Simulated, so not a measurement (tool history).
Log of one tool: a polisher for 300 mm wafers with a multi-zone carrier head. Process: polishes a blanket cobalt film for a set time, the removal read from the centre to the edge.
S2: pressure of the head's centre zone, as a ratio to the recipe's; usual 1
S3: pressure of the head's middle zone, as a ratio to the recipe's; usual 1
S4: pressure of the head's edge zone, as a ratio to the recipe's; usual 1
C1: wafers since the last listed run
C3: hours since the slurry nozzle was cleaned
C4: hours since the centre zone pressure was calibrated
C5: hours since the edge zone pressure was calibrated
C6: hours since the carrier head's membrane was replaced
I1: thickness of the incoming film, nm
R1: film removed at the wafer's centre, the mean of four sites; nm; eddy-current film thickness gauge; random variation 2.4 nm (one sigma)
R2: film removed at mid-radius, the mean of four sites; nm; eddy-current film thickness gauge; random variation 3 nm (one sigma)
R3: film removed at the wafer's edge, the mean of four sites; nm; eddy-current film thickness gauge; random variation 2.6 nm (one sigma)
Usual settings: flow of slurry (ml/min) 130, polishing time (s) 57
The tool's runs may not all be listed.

Run 1, hour 0: usual settings; C1 0; wafers polished on this pad 1215; C3 273.7; C4 713.5; C5 1132.1; C6 33.7; I1 1219.3. Result: R1 258.8 nm, R2 230.5 nm, R3 224.6 nm.
At hour 17.9: worn pad replaced by a new one.
At hour 18: slurry nozzle cleaned.
At hour 24.7: centre zone pressure recalibrated.
Run 2, hour 30: usual settings; C1 173; wafers polished on this pad 72; C3 12; C4 5.3; C5 1162.1; C6 63.7; I1 1255. Result: R1 235.2 nm, R2 225 nm, R3 227.3 nm.
Run 3, hour 52.2: usual settings but S2 0.97, S4 1.05; C1 160; wafers polished on this pad 233; C3 34.2; C4 27.5; C5 1184.3; C6 85.9; I1 1240.1. Result: R1 231.4 nm, R2 231.2 nm, R3 227.1 nm.
Run 4, hour 71.1: usual settings but S2 1.07, polishing time (s) 40; C1 136; wafers polished on this pad 369; C3 53.1; C4 46.4; C5 1203.2; C6 104.8; I1 1236.3. Result: R1 183.2 nm, R2 164.1 nm, R3 158.5 nm.
Run 5, hour 89.6: usual settings but S2 1.1, S3 0.89; C1 133; wafers polished on this pad 503; C3 71.6; C4 64.9; C5 1221.7; C6 123.3; I1 1241.1. Result: R1 265.4 nm, R2 204 nm, R3 225.6 nm.
Run 6, hour 119: usual settings but flow of slurry (ml/min) 145; C1 212; wafers polished on this pad 716; C3 101; C4 94.3; C5 1251.1; C6 152.7; I1 1233.2. Result: R1 250.1 nm, R2 238.3 nm, R3 226.6 nm.
Run 7, hour 134.9: usual settings but S3 0.93; C1 115; wafers polished on this pad 831; C3 116.9; C4 110.2; C5 1267; C6 168.6; I1 1245.2. Result: R1 247.1 nm, R2 218.8 nm, R3 227.7 nm.
Run 8, hour 148.6: usual settings but S2 1.06, S4 1.09; C1 99; wafers polished on this pad 930; C3 130.6; C4 123.9; C5 1280.7; C6 182.3; I1 1226.2. Result: R1 257.7 nm, R2 229.9 nm, R3 234 nm.
Run 9, hour 160.9: usual settings; C1 89; wafers polished on this pad 1019; C3 142.9; C4 136.2; C5 1293; C6 194.6; I1 1238.2. Result: R1 245.3 nm, R2 232.8 nm, R3 225.8 nm.
Run 10, hour 194.1: usual settings; C1 240; wafers polished on this pad 1260; C3 176.1; C4 169.4; C5 1326.2; C6 227.8; I1 1231.7. Result: R1 255.3 nm, R2 233.9 nm, R3 224.8 nm.
Run 11, hour 218.9: usual settings but S2 0.96; C1 179; wafers polished on this pad 1439; C3 200.9; C4 194.2; C5 1351; C6 252.6; I1 1244.1. Result: R1 245.3 nm, R2 228.8 nm, R3 225.5 nm.
At hour 242.3: edge zone pressure recalibrated.
At hour 243.4: worn pad replaced by a new one, of another model than before.
Run 12, hour 243.9: usual settings but S4 0.93, polishing time (s) 63; C1 158; wafers polished on this pad 3; C3 225.9; C4 219.2; C5 1.6; C6 277.6; I1 1218.8. Result: R1 283.2 nm, R2 248.9 nm, R3 245.5 nm.
Run 13, hour 275: usual settings; C1 225; wafers polished on this pad 229; C3 257; C4 250.3; C5 32.7; C6 308.7; I1 1255.5. Result: R1 262 nm, R2 232.7 nm, R3 226.1 nm.
At hour 292.9: slurry nozzle cleaned.
Run 14, hour 293.2: usual settings; C1 124; wafers polished on this pad 353; C3 0.3; C4 268.5; C5 50.9; C6 326.9; I1 1255.1. Result: R1 257.6 nm, R2 229.7 nm, R3 225.1 nm.
Run 15, hour 310.4: usual settings but flow of slurry (ml/min) 105, S2 1.1; C1 124; wafers polished on this pad 478; C3 17.5; C4 285.7; C5 68.1; C6 344.1; I1 1258.8. Result: R1 271.7 nm, R2 224.6 nm, R3 217.8 nm.
Run 16, hour 339: usual settings but S3 0.92; C1 207; wafers polished on this pad 685; C3 46.1; C4 314.3; C5 96.7; C6 372.7; I1 1217.9. Result: R1 258.7 nm, R2 209.6 nm, R3 229.4 nm.
Run 17, hour 362.8: usual settings but flow of slurry (ml/min) 160, S2 0.9, S3 0.91, S4 1.09; C1 172; wafers polished on this pad 857; C3 69.9; C4 338.1; C5 120.5; C6 396.5; I1 1236.8. Result: R1 242.9 nm, R2 216.8 nm, R3 239.3 nm.
Run 18, hour 391.7: usual settings but S3 0.92, S4 0.89, polishing time (s) 66; C1 209; wafers polished on this pad 1066; C3 98.8; C4 367; C5 149.4; C6 425.4; I1 1247.1. Result: R1 300.4 nm, R2 247.9 nm, R3 254.7 nm.
Run 19, hour 423.6: usual settings but polishing time (s) 66; C1 230; wafers polished on this pad 1297; C3 130.7; C4 398.9; C5 181.3; C6 457.3; I1 1237.4. Result: R1 301.3 nm, R2 273.5 nm, R3 260.4 nm.
Run 20, hour 441.7: usual settings but S3 1.06; C1 131; wafers polished on this pad 1428; C3 148.8; C4 417; C5 199.4; C6 475.4; I1 1257. Result: R1 262.9 nm, R2 242.3 nm, R3 226.4 nm.
Run 21, hour 455.8: usual settings but S2 1.11; C1 102; wafers polished on this pad 1530; C3 162.9; C4 431.1; C5 213.5; C6 489.5; I1 1233.1. Result: R1 290.7 nm, R2 227.7 nm, R3 225.3 nm.

Some steps in R1 between neighbouring runs. How much of each would the tool show without its hidden state too (settings, what came in, random variation), and how much is left for the hidden state, with any gauge scatter that isn't in both results?
The hidden state here: removal rate lost through wear of the pad, %; slurry flow missing at the pad, %; deviation of the centre zone's pressure from its setpoint, %; deviation of the edge zone's pressure from its setpoint, %.
Run 1 -> 2: worn pad replaced by a new one, slurry nozzle cleaned, centre zone pressure recalibrated. R1 -23.6 nm: hidden state -19.3, all else -4.3.
Run 4 -> 5: S2 1.07 -> 1.1, S3 1 -> 0.89, polishing time (s) 40 -> 57. R1 +82.2 nm: hidden state +5.6, all else +76.6.
Run 17 -> 18: flow of slurry (ml/min) 160 -> 130, S2 0.9 -> 1, S3 0.91 -> 0.92, S4 1.09 -> 0.89, polishing time (s) 57 -> 66. R1 +57.5 nm: hidden state +6.8, all else +50.7.
